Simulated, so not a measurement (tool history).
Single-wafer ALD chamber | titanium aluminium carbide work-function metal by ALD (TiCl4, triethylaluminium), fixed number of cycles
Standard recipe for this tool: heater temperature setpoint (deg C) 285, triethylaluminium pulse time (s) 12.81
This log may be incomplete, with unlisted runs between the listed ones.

run,hour,heater temperature setpoint (deg C),triethylaluminium pulse time (s),"read-back reference wafer on the same gauge, thickness_nm",mean film thickness on the monitor wafer (nm)
1,0.0,285,12.81,1.911,2.070
2,66.1,285,12.81,1.910,2.070
3,148.6,285,12.81,1.911,2.063
4,378.0,285,10.42,1.911,2.044
5,463.8,285,10.42,1.909,2.033
6,736.5,285,10.42,1.909,2.034
7,828.4,285,10.87,1.907,2.035
8,922.4,285,10.87,1.910,2.027
9,977.4,285,16.40,1.911,2.057
# hour 1018.1: triethylaluminium bottle replaced
10,1026.6,285,16.40,1.911,2.069
11,1082.2,285,16.40,1.909,2.060
12,1186.3,285,12.81,1.911,2.039
# hour 1269.6: thermocouple changed; heater temperature recalibrated
13,1283.8,285,12.81,1.912,2.025
# hour 1350.2: gauge calibrated
# hour 1365.1: showerhead replaced
14,1365.6,285,10.42,1.908,1.993
15,1428.5,274,12.81,1.912,1.918
16,1534.0,277,11.42,1.909,1.929
17,1598.7,290,11.26,1.912,2.029
# hour 1663.2: thermocouple changed; heater temperature recalibrated, repeated, since the last time left the tool worse
18,1682.0,290,11.26,1.909,2.105
19,1786.5,285,14.88,1.910,2.085
20,1878.3,276,8.97,1.909,1.956
21,1928.5,285,12.81,1.908,2.069
22,2019.3,275,15.91,1.911,1.991
23,2096.0,281,9.20,1.909,1.988
24,2176.8,285,14.34,1.910,2.069
25,2218.4,285,12.81,1.911,2.071
26,2260.8,285,12.81,1.909,2.048
27,2357.0,290,9.53,1.911,2.058

Below are 4 alternative next runs, each starting from the tool's condition after run 27. Predict each:
A,2357.4,285,12.81,?,?
B,2357.4,290,15.88,?,?
C,2357.4,289,16.64,?,?
D,2357.4,299,17.09,?,?

run,"read-back reference wafer on the same gauge, thickness_nm",mean film thickness on the monitor wafer (nm)
A,1.909,2.053
B,1.909,2.109
C,1.909,2.103
D,1.909,2.189
What these runs would have given with no unlogged condition in the tool:
run,mean film thickness on the monitor wafer (nm)
A,2.072
B,2.129
C,2.122
D,2.208

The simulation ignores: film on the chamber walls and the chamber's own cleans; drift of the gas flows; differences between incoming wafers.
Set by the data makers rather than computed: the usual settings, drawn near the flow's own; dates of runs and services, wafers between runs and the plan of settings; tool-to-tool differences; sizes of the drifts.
